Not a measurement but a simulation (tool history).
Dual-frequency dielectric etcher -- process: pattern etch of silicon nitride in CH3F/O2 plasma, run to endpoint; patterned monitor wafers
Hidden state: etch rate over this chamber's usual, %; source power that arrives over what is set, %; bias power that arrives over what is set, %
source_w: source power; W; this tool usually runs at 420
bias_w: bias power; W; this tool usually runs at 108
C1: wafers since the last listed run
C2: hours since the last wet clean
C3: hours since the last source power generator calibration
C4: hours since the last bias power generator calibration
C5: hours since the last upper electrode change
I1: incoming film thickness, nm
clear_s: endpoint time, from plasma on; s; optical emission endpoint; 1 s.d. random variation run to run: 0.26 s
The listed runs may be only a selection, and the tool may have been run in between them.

{"run": 1, "day": 0.0, "source_w": 420, "bias_w": 108, "C1": 0, "C2": 241.5, "C3": 1949.8, "C4": 2500.9, "C5": 2380.2, "I1": 60.6, "clear_s": 61.3}
{"run": 2, "day": 1.212, "source_w": 420, "bias_w": 108, "C1": 169, "C2": 270.6, "C3": 1978.9, "C4": 2530.0, "C5": 2409.3, "I1": 60.1, "clear_s": 60.7}
{"run": 3, "day": 2.246, "source_w": 420, "bias_w": 108, "C1": 144, "C2": 295.4, "C3": 2003.7, "C4": 2554.8, "C5": 2434.1, "I1": 60.1, "clear_s": 60.5}
{"run": 4, "day": 3.183, "source_w": 420, "bias_w": 108, "C1": 130, "C2": 317.9, "C3": 2026.2, "C4": 2577.3, "C5": 2456.6, "I1": 60.5, "clear_s": 61.0}
{"run": 5, "day": 3.729, "source_w": 420, "bias_w": 108, "C1": 76, "C2": 331.0, "C3": 2039.3, "C4": 2590.4, "C5": 2469.7, "I1": 59.9, "clear_s": 60.4}
{"run": 6, "day": 4.946, "source_w": 420, "bias_w": 108, "C1": 169, "C2": 360.2, "C3": 2068.5, "C4": 2619.6, "C5": 2498.9, "I1": 60.6, "clear_s": 61.0}
{"run": 7, "day": 6.238, "source_w": 440, "bias_w": 96, "C1": 180, "C2": 391.2, "C3": 2099.5, "C4": 2650.6, "C5": 2529.9, "I1": 59.9, "clear_s": 61.1}
{"day": 7.65, "done": "bias power generator calibrated"}
{"day": 8.05, "done": "source power generator calibrated"}
{"day": 8.675, "done": "upper electrode replaced"}
{"run": 8, "day": 8.725, "source_w": 440, "bias_w": 96, "C1": 213, "C2": 450.9, "C3": 16.2, "C4": 25.8, "C5": 1.2, "I1": 60.5, "clear_s": 61.5}
{"run": 9, "day": 9.867, "source_w": 440, "bias_w": 96, "C1": 159, "C2": 478.3, "C3": 43.6, "C4": 53.2, "C5": 28.6, "I1": 60.3, "clear_s": 61.7}
{"run": 10, "day": 10.454, "source_w": 420, "bias_w": 108, "C1": 81, "C2": 492.4, "C3": 57.7, "C4": 67.3, "C5": 42.7, "I1": 60.8, "clear_s": 59.9}
{"run": 11, "day": 11.642, "source_w": 420, "bias_w": 108, "C1": 165, "C2": 520.9, "C3": 86.2, "C4": 95.8, "C5": 71.2, "I1": 60.5, "clear_s": 59.7}
{"run": 12, "day": 12.629, "source_w": 490, "bias_w": 120, "C1": 137, "C2": 544.6, "C3": 109.9, "C4": 119.5, "C5": 94.9, "I1": 60.3, "clear_s": 53.9}
{"day": 14.346, "done": "wet clean of the chamber"}
{"run": 13, "day": 14.367, "source_w": 490, "bias_w": 120, "C1": 102, "C2": 0.5, "C3": 151.6, "C4": 161.2, "C5": 136.6, "I1": 60.5, "clear_s": 56.8}
{"run": 14, "day": 14.992, "source_w": 490, "bias_w": 120, "C1": 87, "C2": 15.5, "C3": 166.6, "C4": 176.2, "C5": 151.6, "I1": 60.1, "clear_s": 56.2}
{"run": 15, "day": 15.562, "source_w": 420, "bias_w": 108, "C1": 79, "C2": 29.2, "C3": 180.3, "C4": 189.9, "C5": 165.3, "I1": 60.4, "clear_s": 61.8}
{"run": 16, "day": 16.725, "source_w": 480, "bias_w": 122, "C1": 162, "C2": 57.1, "C3": 208.2, "C4": 217.8, "C5": 193.2, "I1": 60.7, "clear_s": 56.6}
{"run": 17, "day": 17.5, "source_w": 390, "bias_w": 86, "C1": 108, "C2": 75.7, "C3": 226.8, "C4": 236.4, "C5": 211.8, "I1": 60.2, "clear_s": 69.2}
{"run": 18, "day": 18.179, "source_w": 380, "bias_w": 90, "C1": 94, "C2": 92.0, "C3": 243.1, "C4": 252.7, "C5": 228.1, "I1": 60.5, "clear_s": 68.6}
{"run": 19, "day": 19.629, "source_w": 420, "bias_w": 121, "C1": 202, "C2": 126.8, "C3": 277.9, "C4": 287.5, "C5": 262.9, "I1": 60.9, "clear_s": 59.5}
{"run": 20, "day": 20.642, "source_w": 470, "bias_w": 86, "C1": 141, "C2": 151.1, "C3": 302.2, "C4": 311.8, "C5": 287.2, "I1": 60.1, "clear_s": 63.1}
{"run": 21, "day": 21.262, "source_w": 420, "bias_w": 119, "C1": 86, "C2": 166.0, "C3": 317.1, "C4": 326.7, "C5": 302.1, "I1": 60.6, "clear_s": 59.9}
{"run": 22, "day": 21.962, "source_w": 420, "bias_w": 108, "C1": 97, "C2": 182.8, "C3": 333.9, "C4": 343.5, "C5": 318.9, "I1": 60.3, "clear_s": 60.8}
{"run": 23, "day": 22.858, "source_w": 350, "bias_w": 108, "C1": 125, "C2": 204.3, "C3": 355.4, "C4": 365.0, "C5": 340.4, "I1": 60.2, "clear_s": 65.3}
{"run": 24, "day": 24.333, "source_w": 330, "bias_w": 89, "C1": 205, "C2": 239.7, "C3": 390.8, "C4": 400.4, "C5": 375.8, "I1": 60.6, "clear_s": 72.2}
{"run": 25, "day": 24.875, "source_w": 460, "bias_w": 117, "C1": 75, "C2": 252.7, "C3": 403.8, "C4": 413.4, "C5": 388.8, "I1": 60.7, "clear_s": 58.0}
{"run": 26, "day": 25.954, "source_w": 420, "bias_w": 108, "C1": 150, "C2": 278.6, "C3": 429.7, "C4": 439.3, "C5": 414.7, "I1": 60.3, "clear_s": 60.8}
{"run": 27, "day": 27.438, "source_w": 420, "bias_w": 118, "C1": 207, "C2": 314.2, "C3": 465.3, "C4": 474.9, "C5": 450.3, "I1": 60.3, "clear_s": 58.6}
{"run": 28, "day": 28.888, "source_w": 420, "bias_w": 118, "C1": 202, "C2": 349.0, "C3": 500.1, "C4": 509.7, "C5": 485.1, "I1": 60.0, "clear_s": 58.4}
{"run": 29, "day": 30.329, "source_w": 490, "bias_w": 120, "C1": 201, "C2": 383.6, "C3": 534.7, "C4": 544.3, "C5": 519.7, "I1": 60.9, "clear_s": 55.5}
{"run": 30, "day": 31.488, "source_w": 510, "bias_w": 124, "C1": 161, "C2": 411.4, "C3": 562.5, "C4": 572.1, "C5": 547.5, "I1": 60.1, "clear_s": 53.2}
{"run": 31, "day": 32.75, "source_w": 360, "bias_w": 94, "C1": 176, "C2": 441.7, "C3": 592.8, "C4": 602.4, "C5": 577.8, "I1": 60.2, "clear_s": 67.0}
{"run": 32, "day": 34.0, "source_w": 420, "bias_w": 108, "C1": 174, "C2": 471.7, "C3": 622.8, "C4": 632.4, "C5": 607.8, "I1": 60.0, "clear_s": 59.5}
{"run": 33, "day": 35.358, "source_w": 370, "bias_w": 90, "C1": 189, "C2": 504.3, "C3": 655.4, "C4": 665.0, "C5": 640.4, "I1": 60.3, "clear_s": 67.0}
{"run": 34, "day": 36.267, "source_w": 490, "bias_w": 120, "C1": 126, "C2": 526.1, "C3": 677.2, "C4": 686.8, "C5": 662.2, "I1": 60.1, "clear_s": 54.2}
{"day": 37.375, "done": "wet clean of the chamber"}
{"run": 35, "day": 37.733, "source_w": 420, "bias_w": 108, "C1": 65, "C2": 8.6, "C3": 712.4, "C4": 722.0, "C5": 697.4, "I1": 60.6, "clear_s": 61.5}

How the hidden state differs across the entries between the runs, from the last listed run before each to the first after it:
In the gap between runs 7 and 8: bias power generator calibrated (day 7.650); source power generator calibrated (day 8.050); upper electrode replaced (day 8.675)
  etch rate over this chamber's usual, %: 3.25 -> 3.74
  measured minus no-state result, clear_s: -2.0 -> -2.3 s
In the gap between runs 12 and 13: wet clean of the chamber (day 14.346)
  etch rate over this chamber's usual, %: 4.52 -> -0.244
  measured minus no-state result, clear_s: -2.5 -> +0.1 s
In the gap between runs 34 and 35: wet clean of the chamber (day 37.375)
  etch rate over this chamber's usual, %: 4.1 -> 0.927
  measured minus no-state result, clear_s: -2.3 -> -0.5 s

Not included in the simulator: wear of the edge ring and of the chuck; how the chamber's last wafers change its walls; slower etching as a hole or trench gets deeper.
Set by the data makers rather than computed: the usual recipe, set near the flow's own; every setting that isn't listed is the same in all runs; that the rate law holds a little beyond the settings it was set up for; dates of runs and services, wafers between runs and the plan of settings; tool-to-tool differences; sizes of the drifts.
